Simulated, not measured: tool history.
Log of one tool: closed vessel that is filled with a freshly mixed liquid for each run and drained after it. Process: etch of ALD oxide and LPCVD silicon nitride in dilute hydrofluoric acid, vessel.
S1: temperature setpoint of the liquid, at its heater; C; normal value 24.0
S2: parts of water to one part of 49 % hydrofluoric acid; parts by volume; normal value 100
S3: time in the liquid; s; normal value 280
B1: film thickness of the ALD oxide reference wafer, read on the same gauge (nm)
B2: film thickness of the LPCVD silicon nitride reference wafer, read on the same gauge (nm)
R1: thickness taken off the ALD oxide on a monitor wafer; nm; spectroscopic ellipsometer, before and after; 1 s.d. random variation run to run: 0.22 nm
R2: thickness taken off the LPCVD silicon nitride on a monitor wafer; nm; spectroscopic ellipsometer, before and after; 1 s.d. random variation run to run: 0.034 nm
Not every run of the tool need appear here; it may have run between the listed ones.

{"run": 1, "hour": 0.0, "S1": 24.0, "S2": 100, "S3": 280, "B1": 120.0, "B2": 39.989, "R1": 30.15, "R2": 1.557}
{"run": 2, "hour": 64.2, "S1": 24.0, "S2": 100, "S3": 280, "B1": 119.98, "B2": 39.991, "R1": 30.19, "R2": 1.505}
{"run": 3, "hour": 107.3, "S1": 24.0, "S2": 100, "S3": 280, "B1": 120.0, "B2": 39.984, "R1": 29.64, "R2": 1.538}
{"run": 4, "hour": 132.3, "S1": 24.0, "S2": 70, "S3": 190, "B1": 119.98, "B2": 40.005, "R1": 30.58, "R2": 1.521}
{"run": 5, "hour": 267.7, "S1": 24.0, "S2": 70, "S3": 190, "B1": 120.01, "B2": 39.983, "R1": 29.96, "R2": 1.48}
{"hour": 365.6, "done": "hydrofluoric acid flow meter replaced"}
{"hour": 385.6, "done": "thermometer replaced"}
{"run": 6, "hour": 397.4, "S1": 24.0, "S2": 100, "S3": 185, "B1": 119.98, "B2": 40.001, "R1": 20.75, "R2": 1.1}
{"run": 7, "hour": 438.9, "S1": 24.0, "S2": 100, "S3": 280, "B1": 120.0, "B2": 40.0, "R1": 31.31, "R2": 1.68}
{"run": 8, "hour": 507.4, "S1": 24.0, "S2": 100, "S3": 280, "B1": 120.01, "B2": 40.015, "R1": 31.49, "R2": 1.678}
{"hour": 538.4, "done": "gauge calibrated"}
{"run": 9, "hour": 574.0, "S1": 24.0, "S2": 100, "S3": 280, "B1": 120.02, "B2": 39.992, "R1": 31.97, "R2": 1.694}
{"run": 10, "hour": 629.6, "S1": 24.0, "S2": 140, "S3": 280, "B1": 119.99, "B2": 39.993, "R1": 21.9, "R2": 1.164}
{"run": 11, "hour": 686.9, "S1": 24.0, "S2": 100, "S3": 115, "B1": 120.0, "B2": 39.993, "R1": 12.98, "R2": 0.679}
{"run": 12, "hour": 717.2, "S1": 21.5, "S2": 100, "S3": 335, "B1": 120.01, "B2": 39.964, "R1": 34.5, "R2": 1.806}
{"hour": 743.3, "done": "thermometer replaced, repeated, since the last time left the tool worse"}
{"run": 13, "hour": 775.8, "S1": 25.5, "S2": 100, "S3": 440, "B1": 120.0, "B2": 39.992, "R1": 46.93, "R2": 2.497}
{"run": 14, "hour": 840.3, "S1": 24.0, "S2": 100, "S3": 280, "B1": 120.0, "B2": 40.003, "R1": 28.37, "R2": 1.371}
{"run": 15, "hour": 895.8, "S1": 26.0, "S2": 115, "S3": 445, "B1": 119.98, "B2": 40.014, "R1": 40.99, "R2": 2.138}
{"run": 16, "hour": 945.5, "S1": 21.0, "S2": 80, "S3": 160, "B1": 119.99, "B2": 40.018, "R1": 18.29, "R2": 0.817}
{"run": 17, "hour": 1011.5, "S1": 27.5, "S2": 100, "S3": 280, "B1": 119.99, "B2": 39.973, "R1": 32.82, "R2": 1.777}

The next listed run, before its measurement:
{"run": 18, "hour": 1039.9, "S1": 24.0, "S2": 130, "S3": 425, "B1": "?", "B2": "?", "R1": "?", "R2": "?"}

{"run 18": {"B1": 120.0, "B2": 39.964, "R1": 32.1, "R2": 1.666}}
The same run, on a tool lacking any hidden state, would have yielded R1 31.73 nm, R2 1.634 nm.

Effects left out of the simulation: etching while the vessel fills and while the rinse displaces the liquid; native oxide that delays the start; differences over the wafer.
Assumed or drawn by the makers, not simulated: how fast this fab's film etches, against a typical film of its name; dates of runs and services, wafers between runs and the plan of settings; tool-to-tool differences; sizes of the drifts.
